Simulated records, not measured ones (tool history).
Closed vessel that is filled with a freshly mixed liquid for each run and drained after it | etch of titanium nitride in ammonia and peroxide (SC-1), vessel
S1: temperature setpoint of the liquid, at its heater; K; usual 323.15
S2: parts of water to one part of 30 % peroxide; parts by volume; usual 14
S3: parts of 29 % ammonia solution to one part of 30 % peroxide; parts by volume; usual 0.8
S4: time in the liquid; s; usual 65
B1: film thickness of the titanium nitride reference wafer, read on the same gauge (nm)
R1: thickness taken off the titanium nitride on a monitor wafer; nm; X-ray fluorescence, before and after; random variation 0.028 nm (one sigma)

run 1 hour=0 | S1=323.15 S2=14 S3=0.8 S4=65 | B1=120.035 | R1=4.478
-- hour=1.4 new drum of ammonia solution connected
run 2 hour=35.8 | S1=323.15 S2=14 S3=0.8 S4=65 | B1=120.007 | R1=4.45
run 3 hour=67.7 | S1=323.15 S2=14 S3=0.8 S4=65 | B1=120.02 | R1=4.435
run 4 hour=125.1 | S1=323.15 S2=14 S3=0.8 S4=65 | B1=120.005 | R1=4.459
run 5 hour=177 | S1=323.15 S2=14 S3=0.8 S4=65 | B1=119.995 | R1=4.479
-- hour=211.5 gauge calibrated
run 6 hour=222.8 | S1=323.15 S2=14 S3=0.8 S4=65 | B1=119.986 | R1=4.438
-- hour=226.1 thermometer replaced
run 7 hour=277 | S1=323.15 S2=14 S3=0.8 S4=65 | B1=119.978 | R1=4.434
run 8 hour=303.4 | S1=323.15 S2=17 S3=0.8 S4=65 | B1=119.996 | R1=4.06
run 9 hour=357.3 | S1=323.15 S2=14 S3=0.8 S4=65 | B1=119.971 | R1=4.452
run 10 hour=407.8 | S1=323.15 S2=14 S3=0.8 S4=65 | B1=119.984 | R1=4.462
run 11 hour=436.6 | S1=323.15 S2=14 S3=0.8 S4=65 | B1=120.002 | R1=4.444
run 12 hour=480.4 | S1=323.15 S2=14 S3=0.8 S4=65 | B1=120.001 | R1=4.539
-- hour=485.8 ammonia flow meter replaced
run 13 hour=518.1 | S1=323.15 S2=10.5 S3=0.8 S4=65 | B1=119.962 | R1=5.189
run 14 hour=551.6 | S1=323.15 S2=11.5 S3=0.8 S4=90 | B1=120.004 | R1=6.912
run 15 hour=589.4 | S1=319.65 S2=14 S3=0.8 S4=30 | B1=119.965 | R1=1.596
run 16 hour=625 | S1=323.15 S2=14 S3=0.65 S4=75 | B1=120.003 | R1=5.049
run 17 hour=673.6 | S1=323.15 S2=14 S3=0.8 S4=65 | B1=120.001 | R1=4.455
-- hour=691 new drum of ammonia solution connected
run 18 hour=722 | S1=323.15 S2=14 S3=0.8 S4=65 | B1=120.001 | R1=4.523
run 19 hour=763.7 | S1=318.65 S2=14 S3=0.6 S4=65 | B1=119.995 | R1=3.079
run 20 hour=830.9 | S1=319.15 S2=12 S3=0.8 S4=65 | B1=119.981 | R1=3.667
run 21 hour=857.9 | S1=323.15 S2=14 S3=1.05 S4=65 | B1=120.009 | R1=4.678
run 22 hour=926.2 | S1=317.65 S2=14 S3=0.8 S4=65 | B1=120.022 | R1=3.021
run 23 hour=995.6 | S1=323.15 S2=11.5 S3=0.8 S4=65 | B1=120.031 | R1=4.968
run 24 hour=1035 | S1=327.65 S2=14 S3=0.8 S4=65 | B1=120.008 | R1=6.128
-- hour=1076.5 gauge calibrated
run 25 hour=1105 | S1=326.15 S2=14 S3=0.55 S4=65 | B1=119.981 | R1=5.197
run 26 hour=1155 | S1=323.15 S2=14 S3=1.15 S4=35 | B1=120.032 | R1=2.547
run 27 hour=1199.5 | S1=323.15 S2=14 S3=0.8 S4=65 | B1=120.016 | R1=4.458
run 28 hour=1241.2 | S1=323.15 S2=14 S3=0.8 S4=65 | B1=120.003 | R1=4.486

3 ways to go on from here, each from the tool as it stands after run 28. What would each give?
run A hour=1241.9 | S1=323.15 S2=19 S3=0.8 S4=65 | B1=? | R1=?
run B hour=1241.9 | S1=323.15 S2=9 S3=1.1 S4=65 | B1=? | R1=?
run C hour=1241.9 | S1=332.15 S2=14 S3=1.05 S4=35 | B1=? | R1=?

run=A B1=120.003 R1=3.826
run=B B1=120.003 R1=5.944
run=C B1=120.003 R1=4.678
Without the tool's hidden state the same runs would have given:
run=A R1=3.826
run=B R1=5.944
run=C R1=4.678
